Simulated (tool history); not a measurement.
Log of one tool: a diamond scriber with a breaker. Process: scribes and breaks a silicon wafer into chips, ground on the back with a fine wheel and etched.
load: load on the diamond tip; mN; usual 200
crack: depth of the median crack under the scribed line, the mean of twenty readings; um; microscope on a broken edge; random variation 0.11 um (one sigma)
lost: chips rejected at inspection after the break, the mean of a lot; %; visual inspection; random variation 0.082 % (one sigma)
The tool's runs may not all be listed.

| run | hour | load | incoming depth of the damage left on the back of the incoming wafer, um | crack | lost |
|---|---|---|---|---|---|
| 1 | 0.0 | 221 | 0.56 | 8.86 | 1.57 |
| 2 | 16.4 | 221 | 0.37 | 8.71 | 1.53 |
| 3 | 23.0 | 221 | 0.55 | 8.84 | 1.65 |
| 4 | 39.5 | 230 | 0.76 | 9.25 | 1.50 |
| 5 | 54.2 | 200 | 0.46 | 8.27 | 4.34 |
| 6 | 69.6 | 200 | 0.75 | 8.28 | 5.53 |
|  | 78.7 | diamond tip replaced by a new one, of another model than before |
| 7 | 82.0 | 200 | 0.32 | 8.74 | 1.53 |
| 8 | 94.9 | 200 | 0.49 | 8.90 | 1.57 |
| 9 | 106.7 | 200 | 0.72 | 8.80 | 1.92 |
|  | 109.8 | load on the tip recalibrated |
| 10 | 113.7 | 249 | 0.31 | 9.85 | 3.62 |
| 11 | 120.6 | 154 | 0.43 | 7.89 | 8.48 |
| 12 | 130.5 | 247 | 0.57 | 9.63 | 2.93 |
| 13 | 145.1 | 228 | 0.52 | 9.24 | 1.77 |
| 14 | 157.4 | 200 | 0.60 | 8.73 | 2.30 |
| 15 | 169.1 | 165 | 0.69 | 7.90 | 7.45 |
| 16 | 183.0 | 254 | 0.51 | 9.40 | 2.58 |
| 17 | 197.1 | 200 | 0.73 | 8.34 | 2.67 |
| 18 | 206.8 | 156 | 0.60 | 7.53 | 10.98 |
| 19 | 214.1 | 184 | 0.53 | 8.10 | 5.69 |

Forecast each of these 4 alternatives for the next run:
| A | 214.7 | 166 | 0.39 | ? | ? |
| B | 214.7 | 239 | 0.39 | ? | ? |
| C | 214.7 | 160 | 0.39 | ? | ? |
| D | 214.7 | 143 | 0.39 | ? | ? |

| run | crack | lost |
|---|---|---|
| A | 7.80 | 8.76 |
| B | 9.17 | 1.58 |
| C | 7.69 | 10.25 |
| D | 7.35 | 15.33 |
Without the tool's hidden state the same runs would have given:
| run | crack | lost |
|---|---|---|
| A | 8.35 | 3.69 |
| B | 9.82 | 3.76 |
| C | 8.23 | 4.58 |
| D | 7.86 | 8.04 |

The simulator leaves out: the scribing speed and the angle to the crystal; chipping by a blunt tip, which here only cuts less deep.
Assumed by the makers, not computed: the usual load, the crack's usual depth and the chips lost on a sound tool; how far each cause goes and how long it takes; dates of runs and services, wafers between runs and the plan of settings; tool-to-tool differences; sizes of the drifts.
